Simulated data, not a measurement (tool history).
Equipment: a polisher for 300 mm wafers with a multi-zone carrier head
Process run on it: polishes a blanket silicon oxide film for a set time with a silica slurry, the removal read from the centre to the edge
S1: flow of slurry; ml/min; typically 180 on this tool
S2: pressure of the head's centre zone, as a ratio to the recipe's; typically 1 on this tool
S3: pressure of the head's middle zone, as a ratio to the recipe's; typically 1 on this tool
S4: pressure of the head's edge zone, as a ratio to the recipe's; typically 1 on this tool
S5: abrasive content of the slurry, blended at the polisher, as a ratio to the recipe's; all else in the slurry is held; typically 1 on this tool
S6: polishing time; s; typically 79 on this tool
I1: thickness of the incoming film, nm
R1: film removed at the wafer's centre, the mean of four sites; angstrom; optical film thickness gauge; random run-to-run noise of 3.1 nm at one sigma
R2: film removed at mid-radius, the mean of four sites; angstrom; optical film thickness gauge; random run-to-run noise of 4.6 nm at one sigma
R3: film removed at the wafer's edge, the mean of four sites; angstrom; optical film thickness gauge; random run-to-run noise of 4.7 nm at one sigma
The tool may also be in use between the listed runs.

{"run": 1, "hour": 0.0, "S1": 180, "S2": 1, "S3": 0.97, "S4": 1, "S5": 1, "S6": 79, "I1": 1222.4, "R1": 3312, "R2": 3177, "R3": 3276}
{"run": 2, "hour": 45.6, "S1": 180, "S2": 1, "S3": 1, "S4": 1, "S5": 1, "S6": 79, "I1": 1194.6, "R1": 3409, "R2": 3267, "R3": 3180}
{"hour": 98.5, "done": "slurry nozzle cleaned"}
{"hour": 113.4, "done": "centre zone pressure recalibrated"}
{"run": 3, "hour": 143.9, "S1": 180, "S2": 1, "S3": 1, "S4": 1, "S5": 1, "S6": 79, "I1": 1224.7, "R1": 3195, "R2": 3307, "R3": 3124}
{"run": 4, "hour": 240.9, "S1": 180, "S2": 1, "S3": 1, "S4": 1, "S5": 1, "S6": 79, "I1": 1197.3, "R1": 3247, "R2": 3243, "R3": 3208}
{"run": 5, "hour": 296.2, "S1": 180, "S2": 1, "S3": 1, "S4": 1, "S5": 1, "S6": 79, "I1": 1188.8, "R1": 3294, "R2": 3259, "R3": 3244}
{"hour": 322.5, "done": "worn pad replaced by a new one"}
{"run": 6, "hour": 370.8, "S1": 180, "S2": 1, "S3": 1, "S4": 1, "S5": 1, "S6": 79, "I1": 1208.2, "R1": 3240, "R2": 3256, "R3": 3182}
{"run": 7, "hour": 418.5, "S1": 180, "S2": 1, "S3": 1, "S4": 1, "S5": 1, "S6": 79, "I1": 1194.5, "R1": 3370, "R2": 3207, "R3": 3205}
{"run": 8, "hour": 473.5, "S1": 180, "S2": 1, "S3": 1, "S4": 1, "S5": 1, "S6": 79, "I1": 1214.3, "R1": 3311, "R2": 3222, "R3": 3283}
{"hour": 520.9, "done": "slurry nozzle cleaned"}
{"hour": 528.6, "done": "edge zone pressure recalibrated"}
{"run": 9, "hour": 537.5, "S1": 180, "S2": 1, "S3": 1, "S4": 1, "S5": 1, "S6": 79, "I1": 1198.6, "R1": 3419, "R2": 3218, "R3": 3201}
{"run": 10, "hour": 578.9, "S1": 180, "S2": 1, "S3": 1, "S4": 1, "S5": 1, "S6": 79, "I1": 1226.4, "R1": 3478, "R2": 3203, "R3": 3287}
{"hour": 614.6, "done": "centre zone pressure recalibrated"}
{"hour": 739.7, "done": "worn pad replaced by a new one"}
{"run": 11, "hour": 858.4, "S1": 180, "S2": 1, "S3": 1.1, "S4": 0.96, "S5": 1, "S6": 79, "I1": 1199.6, "R1": 3295, "R2": 3549, "R3": 3225}
{"hour": 894.7, "done": "slurry nozzle cleaned"}
{"run": 12, "hour": 933.3, "S1": 180, "S2": 1, "S3": 1, "S4": 1, "S5": 1, "S6": 79, "I1": 1198.9, "R1": 3344, "R2": 3333, "R3": 3216}
{"run": 13, "hour": 1021.3, "S1": 180, "S2": 0.91, "S3": 1, "S4": 1.04, "S5": 1, "S6": 97, "I1": 1189.9, "R1": 3848, "R2": 4130, "R3": 4055}
{"hour": 1083.0, "done": "centre zone pressure recalibrated"}
{"run": 14, "hour": 1115.9, "S1": 180, "S2": 1, "S3": 1.09, "S4": 0.97, "S5": 1.1, "S6": 92, "I1": 1207.1, "R1": 3992, "R2": 4390, "R3": 3850}
{"hour": 1176.1, "done": "worn pad replaced by a new one"}
{"hour": 1212.1, "done": "carrier head's membrane replaced by a new one"}
{"hour": 1223.5, "done": "edge zone pressure recalibrated"}
{"run": 15, "hour": 1224.0, "S1": 215, "S2": 0.93, "S3": 0.89, "S4": 1, "S5": 1.1, "S6": 79, "I1": 1205.7, "R1": 3267, "R2": 3167, "R3": 3460}
{"hour": 1229.1, "done": "slurry nozzle cleaned"}
{"run": 16, "hour": 1322.2, "S1": 205, "S2": 1, "S3": 1, "S4": 1.11, "S5": 0.75, "S6": 92, "I1": 1206, "R1": 3513, "R2": 3474, "R3": 3529}
{"run": 17, "hour": 1359.0, "S1": 180, "S2": 1, "S3": 1, "S4": 1, "S5": 1, "S6": 79, "I1": 1204.4, "R1": 3430, "R2": 3276, "R3": 3262}
{"run": 18, "hour": 1454.4, "S1": 180, "S2": 1, "S3": 1, "S4": 1, "S5": 1, "S6": 79, "I1": 1209, "R1": 3439, "R2": 3316, "R3": 3234}
{"run": 19, "hour": 1506.5, "S1": 205, "S2": 1, "S3": 1, "S4": 1.11, "S5": 0.75, "S6": 92, "I1": 1218, "R1": 3680, "R2": 3345, "R3": 3510}
{"hour": 1590.5, "done": "centre zone pressure recalibrated"}
{"hour": 1603.2, "done": "worn pad replaced by a new one"}
{"hour": 1629.3, "done": "slurry nozzle cleaned"}
{"run": 20, "hour": 1699.1, "S1": 205, "S2": 1, "S3": 1, "S4": 1, "S5": 1, "S6": 100, "I1": 1182.7, "R1": 4188, "R2": 4187, "R3": 4097}
{"run": 21, "hour": 1744.6, "S1": 180, "S2": 1.04, "S3": 1, "S4": 1, "S5": 1, "S6": 79, "I1": 1222.4, "R1": 3352, "R2": 3221, "R3": 3220}
{"run": 22, "hour": 1794.2, "S1": 180, "S2": 1, "S3": 0.94, "S4": 1, "S5": 1.25, "S6": 101, "I1": 1188.1, "R1": 4524, "R2": 4404, "R3": 4547}

Each row is a separate what-if for the run after 22, all from the same tool condition, not one after another. Results?
{"run": "A", "hour": 1794.6, "S1": 180, "S2": 1, "S3": 1, "S4": 1.1, "S5": 1, "S6": 79, "I1": 1197, "R1": "?", "R2": "?", "R3": "?"}
{"run": "B", "hour": 1794.6, "S1": 235, "S2": 1, "S3": 1, "S4": 1, "S5": 1, "S6": 79, "I1": 1197, "R1": "?", "R2": "?", "R3": "?"}
{"run": "C", "hour": 1794.6, "S1": 210, "S2": 1.1, "S3": 1, "S4": 1, "S5": 0.85, "S6": 88, "I1": 1197, "R1": "?", "R2": "?", "R3": "?"}

run=A R1=3281 R2=3272 R3=3351
run=B R1=3433 R2=3408 R3=3295
run=C R1=3854 R2=3481 R3=3380
What these runs would have given with no unlogged condition in the tool:
run=A R1=3250 R2=3272 R3=3351
run=B R1=3400 R2=3408 R3=3295
run=C R1=3818 R2=3481 R3=3380
